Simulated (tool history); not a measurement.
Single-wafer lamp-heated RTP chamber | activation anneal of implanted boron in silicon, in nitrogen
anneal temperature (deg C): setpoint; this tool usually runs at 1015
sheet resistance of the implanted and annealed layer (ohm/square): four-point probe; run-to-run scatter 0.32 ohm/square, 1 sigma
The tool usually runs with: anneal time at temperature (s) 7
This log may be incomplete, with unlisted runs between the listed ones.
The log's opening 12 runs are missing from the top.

| run | hour | anneal temperature (deg C) | anneal time at temperature (s) | read-back reference wafer on the same gauge, sheet resistance | sheet resistance of the implanted and annealed layer (ohm/square) |
|---|---|---|---|---|---|
| 13 | 619.7 | 1044 | 7 | 126.03 | 128.53 |
| 14 | 689.4 | 999 | 8 | 126.04 | 137.72 |
|  | 723.9 | pyrometer window cleaned and pyrometer calibrated |
| 15 | 730.3 | 988 | 7 | 125.99 | 144.60 |
| 16 | 933.9 | 1015 | 7 | 126.04 | 132.28 |
| 17 | 972.4 | 1015 | 7 | 126.08 | 132.68 |
|  | 1015.4 | gauge calibrated |
| 18 | 1044.1 | 1015 | 7 | 125.88 | 132.70 |
| 19 | 1081.6 | 1015 | 7 | 126.02 | 132.51 |
|  | 1101.1 | reflector plate cleaned |
| 20 | 1114.0 | 1029 | 4 | 126.02 | 132.30 |
| 21 | 1152.3 | 987 | 9 | 125.96 | 144.50 |
|  | 1197.7 | pyrometer window cleaned and pyrometer calibrated |
| 22 | 1198.2 | 1015 | 7 | 126.07 | 133.93 |
| 23 | 1230.4 | 1045 | 9 | 126.03 | 128.36 |
| 24 | 1255.7 | 1004 | 10 | 126.03 | 135.78 |
| 25 | 1305.6 | 991 | 10 | 126.07 | 141.86 |
| 26 | 1343.7 | 1028 | 7 | 126.07 | 130.85 |
| 27 | 1367.9 | 1015 | 7 | 126.01 | 134.07 |
| 28 | 1420.9 | 1015 | 7 | 126.03 | 133.83 |
| 29 | 1467.5 | 1034 | 4 | 125.93 | 131.64 |
| 30 | 1513.6 | 985 | 4 | 126.00 | 150.42 |

Expected results for the next run?
| 31 | 1548.8 | 1015 | 7 | ? | ? |

read-back reference wafer on the same gauge, sheet resistance: 126.04
sheet resistance of the implanted and annealed layer (ohm/square): 133.27
The same run, on a tool lacking any hidden state, would have yielded sheet resistance of the implanted and annealed layer (ohm/square) 133.82.
